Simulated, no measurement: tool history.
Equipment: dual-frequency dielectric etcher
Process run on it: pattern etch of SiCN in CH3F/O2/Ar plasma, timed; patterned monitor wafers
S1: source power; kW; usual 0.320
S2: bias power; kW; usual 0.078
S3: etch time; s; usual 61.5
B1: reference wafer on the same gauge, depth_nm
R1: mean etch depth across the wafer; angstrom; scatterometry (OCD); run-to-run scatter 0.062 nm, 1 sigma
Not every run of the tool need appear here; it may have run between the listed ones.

run   hour     S1     S2    S3     B1     R1
  1    0.0  0.320  0.078  50.5  18.72  188.8
  2   14.1  0.320  0.078  50.5  18.70  189.2
  3   85.6  0.320  0.078  50.5  18.70  186.2
  4   85.9  0.320  0.078  52.5  18.72  192.9
  5   93.7  0.360  0.078  61.5  18.71  243.2
  6  102.9  0.300  0.078  61.5  18.68  219.6
  7  115.2  0.300  0.078  61.5  18.69  218.2
  8  131.7  0.380  0.078  61.5  18.70  250.2
  9  160.1  0.270  0.070  44.0  18.70  139.2
 10  169.7  0.260  0.096  61.5  18.72  218.8
 11  186.1  0.390  0.088  55.0  18.70  241.1
 12  196.8  0.390  0.078  43.5  18.68  181.3
 13  214.5  0.390  0.084  61.5  18.71  263.4
 14  223.7  0.320  0.078  61.5  18.70  229.1
 15  256.2  0.250  0.072  75.5  18.71  230.4
 16  256.5  0.400  0.070  61.5  18.69  247.3
 17  264.1  0.280  0.078  54.5  18.71  186.7
 18  278.2  0.280  0.064  61.5  18.69  192.0
 19  286.8  0.320  0.078  61.5  18.72  230.4
 20  293.4  0.290  0.068  50.5  18.69  166.6
 21  304.3  0.320  0.068  54.5  18.69  191.6
 22  314.7  0.320  0.078  68.0  18.70  254.4
 23  331.2  0.290  0.078  61.5  18.70  217.1
 24  341.5  0.370  0.078  56.5  18.69  229.8
 25  349.0  0.320  0.094  47.5  18.71  192.8
 26  359.6  0.320  0.094  47.5  18.69  193.1
 27  368.4  0.320  0.078  66.5  18.70  248.1
 28  377.9  0.260  0.096  61.5  18.71  223.0
 29  392.4  0.320  0.084  61.5  18.72  237.7
 30  401.6  0.280  0.069  66.0  18.71  215.1

Between the runs listed above, the log contained 5 entries, not reproduced here. Where in the sequence does each belong, and how does what the log doesn't record of the tool's condition differ from the listed run before to the listed run after?
After run 2, before run 3: source power generator calibrated (hour 57.5); wet clean of the chamber (hour 85.1)
  etch rate over this chamber's usual, %: 1.46 -> -0.188
  measured minus no-state result, R1: +2.7 -> -0.3 angstrom
After run 6, before run 7: bias power generator calibrated (hour 109.9)
  etch rate over this chamber's usual, %: -0.0913 -> -0.0227
  measured minus no-state result, R1: -0.2 -> +0.0 angstrom
After run 12, before run 13: gauge calibrated (hour 197.6)
  etch rate over this chamber's usual, %: 0.433 -> 0.531
  measured minus no-state result, R1: +0.8 -> +1.4 angstrom
After run 14, before run 15: upper electrode replaced (hour 255.7)
  etch rate over this chamber's usual, %: 0.583 -> 0.764
  measured minus no-state result, R1: +1.3 -> +1.8 angstrom
